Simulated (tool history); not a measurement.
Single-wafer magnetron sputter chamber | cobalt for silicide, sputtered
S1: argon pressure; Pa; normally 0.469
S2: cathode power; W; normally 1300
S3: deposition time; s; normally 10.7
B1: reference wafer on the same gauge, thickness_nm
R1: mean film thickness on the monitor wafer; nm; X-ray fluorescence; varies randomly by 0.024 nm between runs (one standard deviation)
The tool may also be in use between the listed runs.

run 1 day=0 | S1=0.469 S2=1300 S3=12 | B1=5.941 | R1=7.787
run 2 day=0.983 | S1=0.469 S2=1300 S3=10.7 | B1=5.942 | R1=6.904
run 3 day=1.738 | S1=0.469 S2=1300 S3=10.7 | B1=5.937 | R1=6.911
run 4 day=5.096 | S1=0.469 S2=1300 S3=9.5 | B1=5.938 | R1=6.147
run 5 day=6.054 | S1=0.469 S2=1300 S3=9.5 | B1=5.942 | R1=6.159
run 6 day=7.233 | S1=0.469 S2=1300 S3=9.5 | B1=5.934 | R1=6.108
run 7 day=8.396 | S1=0.59 S2=1450 S3=10.7 | B1=5.944 | R1=7.197
-- day=8.779 sputter target and shields replaced
-- day=8.967 capacitance manometer re-zeroed and calibrated
run 8 day=9.188 | S1=0.59 S2=1450 S3=10.7 | B1=5.943 | R1=7.147
run 9 day=10.575 | S1=0.469 S2=1300 S3=9.9 | B1=5.939 | R1=6.405
run 10 day=11.408 | S1=0.469 S2=1300 S3=10.7 | B1=5.939 | R1=6.903
run 11 day=11.908 | S1=0.324 S2=1300 S3=10 | B1=5.945 | R1=6.974
-- day=12.812 magnet pack replaced
run 12 day=12.888 | S1=0.324 S2=1300 S3=10 | B1=5.942 | R1=6.987
run 13 day=14.254 | S1=0.324 S2=1300 S3=10 | B1=5.943 | R1=6.962
run 14 day=15.288 | S1=0.469 S2=1000 S3=9 | B1=5.945 | R1=4.533
run 15 day=16.104 | S1=0.365 S2=1000 S3=10.7 | B1=5.941 | R1=5.669
run 16 day=16.942 | S1=0.469 S2=1300 S3=10.7 | B1=5.939 | R1=6.928
run 17 day=17.762 | S1=0.469 S2=1300 S3=10.7 | B1=5.935 | R1=6.927
run 18 day=18.642 | S1=0.469 S2=1200 S3=10.7 | B1=5.94 | R1=6.413
run 19 day=19.638 | S1=0.309 S2=1100 S3=8.6 | B1=5.941 | R1=5.167
-- day=19.712 gauge calibrated
run 20 day=20.638 | S1=0.392 S2=1200 S3=10.7 | B1=5.938 | R1=6.656
run 21 day=21.517 | S1=0.309 S2=1050 S3=10 | B1=5.94 | R1=5.746
run 22 day=22.308 | S1=0.529 S2=1400 S3=10.7 | B1=5.938 | R1=7.187
run 23 day=23.167 | S1=0.639 S2=1450 S3=10.7 | B1=5.937 | R1=7.011
-- day=24.283 sputter target and shields replaced
run 24 day=24.304 | S1=0.569 S2=1500 S3=11.4 | B1=5.939 | R1=8.074
run 25 day=24.808 | S1=0.469 S2=1400 S3=10.7 | B1=5.939 | R1=7.404
run 26 day=26.029 | S1=0.469 S2=1150 S3=10.7 | B1=5.937 | R1=6.169
run 27 day=26.938 | S1=0.469 S2=1300 S3=10.7 | B1=5.944 | R1=6.926
run 28 day=28.425 | S1=0.384 S2=1200 S3=9.7 | B1=5.941 | R1=6.057
run 29 day=29.433 | S1=0.469 S2=1300 S3=10.7 | B1=5.939 | R1=6.928
run 30 day=30.808 | S1=0.553 S2=1100 S3=10.7 | B1=5.935 | R1=5.657
run 31 day=31.675 | S1=0.469 S2=1300 S3=11.6 | B1=5.939 | R1=7.523
run 32 day=32.492 | S1=0.332 S2=1500 S3=12.4 | B1=5.945 | R1=9.862
run 33 day=33.854 | S1=0.569 S2=1300 S3=8.7 | B1=5.943 | R1=5.346
run 34 day=34.358 | S1=0.339 S2=1000 S3=9.1 | B1=5.944 | R1=4.898
run 35 day=35.754 | S1=0.469 S2=1300 S3=10.7 | B1=5.94 | R1=6.96
run 36 day=36.254 | S1=0.335 S2=1050 S3=9.1 | B1=5.941 | R1=5.155

Alternative continuations, all from the tool just after run 36; predict every row:
run A day=36.271 | S1=0.54 S2=1300 S3=10.7 | B1=? | R1=?
run B day=36.271 | S1=0.366 S2=1500 S3=9.5 | B1=? | R1=?
run C day=36.271 | S1=0.469 S2=1300 S3=9.3 | B1=? | R1=?

run=A B1=5.944 R1=6.636
run=B B1=5.944 R1=7.4
run=C B1=5.944 R1=5.984
What these runs would have given with no unlogged condition in the tool:
run=A R1=6.636
run=B R1=7.4
run=C R1=5.984
